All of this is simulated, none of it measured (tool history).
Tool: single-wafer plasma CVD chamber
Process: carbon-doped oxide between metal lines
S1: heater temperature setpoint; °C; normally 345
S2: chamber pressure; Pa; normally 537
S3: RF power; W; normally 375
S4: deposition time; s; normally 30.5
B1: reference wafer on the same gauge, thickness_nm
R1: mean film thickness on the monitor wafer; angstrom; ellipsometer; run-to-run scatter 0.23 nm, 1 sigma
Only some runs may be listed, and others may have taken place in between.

{"run": 1, "day": 0.0, "S1": 348, "S2": 537, "S3": 375, "S4": 30.5, "B1": 128.085, "R1": 1067.62}
{"run": 2, "day": 0.588, "S1": 345, "S2": 432, "S3": 375, "S4": 33.8, "B1": 127.99, "R1": 1165.43}
{"run": 3, "day": 1.125, "S1": 345, "S2": 432, "S3": 375, "S4": 33.8, "B1": 128.031, "R1": 1163.42}
{"run": 4, "day": 1.517, "S1": 345, "S2": 432, "S3": 375, "S4": 33.8, "B1": 127.945, "R1": 1157.22}
{"day": 1.525, "done": "gauge calibrated"}
{"run": 5, "day": 2.088, "S1": 345, "S2": 537, "S3": 375, "S4": 30.5, "B1": 127.954, "R1": 1072.98}
{"day": 2.708, "done": "capacitance manometer re-zeroed and calibrated"}
{"run": 6, "day": 2.729, "S1": 345, "S2": 537, "S3": 375, "S4": 30.5, "B1": 127.931, "R1": 1071.66}
{"run": 7, "day": 3.283, "S1": 345, "S2": 537, "S3": 375, "S4": 30.5, "B1": 128.008, "R1": 1065.18}
{"run": 8, "day": 3.642, "S1": 345, "S2": 537, "S3": 375, "S4": 30.5, "B1": 127.992, "R1": 1069.33}
{"run": 9, "day": 4.096, "S1": 345, "S2": 537, "S3": 375, "S4": 30.5, "B1": 128.069, "R1": 1069.07}
{"day": 4.55, "done": "RF generator calibrated"}
{"day": 4.571, "done": "thermocouple changed; heater temperature recalibrated"}
{"run": 10, "day": 4.812, "S1": 357, "S2": 537, "S3": 375, "S4": 24.5, "B1": 127.992, "R1": 876.97}
{"run": 11, "day": 5.262, "S1": 345, "S2": 668, "S3": 330, "S4": 35.9, "B1": 128.032, "R1": 1196.96}
{"run": 12, "day": 5.917, "S1": 345, "S2": 537, "S3": 335, "S4": 26.7, "B1": 128.018, "R1": 885.69}
{"day": 6.346, "done": "gauge calibrated"}
{"run": 13, "day": 6.412, "S1": 335, "S2": 537, "S3": 410, "S4": 30.5, "B1": 127.945, "R1": 1257.2}
{"day": 6.996, "done": "showerhead replaced"}
{"run": 14, "day": 7.075, "S1": 337, "S2": 537, "S3": 440, "S4": 27.4, "B1": 128.0, "R1": 1199.57}
{"run": 15, "day": 7.396, "S1": 345, "S2": 537, "S3": 375, "S4": 30.5, "B1": 128.113, "R1": 1127.13}
{"run": 16, "day": 8.029, "S1": 345, "S2": 537, "S3": 375, "S4": 30.5, "B1": 127.959, "R1": 1124.47}
{"run": 17, "day": 8.417, "S1": 356, "S2": 585, "S3": 320, "S4": 25.0, "B1": 127.952, "R1": 772.92}
{"run": 18, "day": 8.946, "S1": 360, "S2": 537, "S3": 375, "S4": 30.5, "B1": 128.064, "R1": 1084.39}

5 options for the next run, each taken on its own from the tool as it stands now. Forecast them:
{"run": "A", "day": 8.962, "S1": 345, "S2": 537, "S3": 375, "S4": 30.5, "B1": "?", "R1": "?"}
{"run": "B", "day": 8.962, "S1": 345, "S2": 537, "S3": 445, "S4": 26.0, "B1": "?", "R1": "?"}
{"run": "C", "day": 8.962, "S1": 332, "S2": 595, "S3": 440, "S4": 26.1, "B1": "?", "R1": "?"}
{"run": "D", "day": 8.962, "S1": 357, "S2": 537, "S3": 410, "S4": 33.4, "B1": "?", "R1": "?"}
{"run": "E", "day": 8.962, "S1": 337, "S2": 479, "S3": 435, "S4": 24.9, "B1": "?", "R1": "?"}

run=A B1=128.021 R1=1119.69
run=B B1=128.021 R1=1121.20
run=C B1=128.021 R1=1169.28
run=D B1=128.021 R1=1292.98
run=E B1=128.021 R1=1062.70
Take away the tool's hidden state, keep each run's random variation, and the runs would have read:
run=A R1=1148.23
run=B R1=1146.50
run=C R1=1197.31
run=D R1=1324.67
run=E R1=1088.74
